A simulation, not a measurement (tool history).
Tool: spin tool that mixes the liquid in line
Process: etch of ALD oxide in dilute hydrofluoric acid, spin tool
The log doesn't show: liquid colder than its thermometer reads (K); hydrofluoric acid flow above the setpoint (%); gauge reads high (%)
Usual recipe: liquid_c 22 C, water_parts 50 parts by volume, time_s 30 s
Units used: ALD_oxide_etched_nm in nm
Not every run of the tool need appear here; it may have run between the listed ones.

run	hour	liquid_c	water_parts	time_s	wafers since the last listed run	hours since the thermometer was replaced	hours since the hydrofluoric acid flow meter was replaced	hours since the gauge calibration	read-back film thickness of the ALD oxide reference wafer, read on the same gauge (nm)	ALD_oxide_etched_nm
1	0	19	70	30	0	1106.5	283.5	51.6	60	12.3
2	17.5	19	70	30	282	1124	301	69.1	60.03	12.29
3	40.3	19	70	30	367	1146.8	323.8	91.9	60.02	12.43
4	72.1	22	50	30	512	1178.6	355.6	123.7	60	20.01
5	98.3	22	50	30	422	1204.8	381.8	149.9	60.01	20.24
6	122	22	50	30	381	1228.5	405.5	173.6	60	20.11
7	141.7	22	40	30	317	1248.2	425.2	193.3	60.03	25.61
8	165.9	22	40	30	390	1272.4	449.4	217.5	59.98	25.47
9	182.9	22	50	30	274	1289.4	466.4	234.5	59.95	20.26
# hour 188.6: hydrofluoric acid flow meter replaced
10	243.4	22	50	30	959	1349.9	54.8	295	60	19.69
# hour 249.8: thermometer replaced
11	273	22	50	30	460	23.2	84.4	324.6	60.01	19.82
# hour 288.6: gauge calibrated
12	301.8	18.5	50	30	464	52	113.2	13.2	60	17.16
13	319.6	22	40	30	286	69.8	131	31	60.01	25.38
14	342.5	22	50	30	369	92.7	153.9	53.9	59.95	20.05
15	364.9	25.5	45	15	361	115.1	176.3	76.3	60.03	12.93
16	381.5	20.5	40	20	267	131.7	192.9	92.9	59.99	15.79
17	400.5	22	50	20	306	150.7	211.9	111.9	60.01	13.34
18	445.3	22	70	20	722	195.5	256.7	156.7	60	9.32

Estimate the outcome of run 19 from the log above:
19	471.6	25.5	70	25	423	221.8	283	183	?	?

read-back film thickness of the ALD oxide reference wafer, read on the same gauge (nm): 60.01
ALD_oxide_etched_nm: 13.31 nm
The same run, on a tool lacking any hidden state, would have yielded ALD_oxide_etched_nm 13.09 nm.

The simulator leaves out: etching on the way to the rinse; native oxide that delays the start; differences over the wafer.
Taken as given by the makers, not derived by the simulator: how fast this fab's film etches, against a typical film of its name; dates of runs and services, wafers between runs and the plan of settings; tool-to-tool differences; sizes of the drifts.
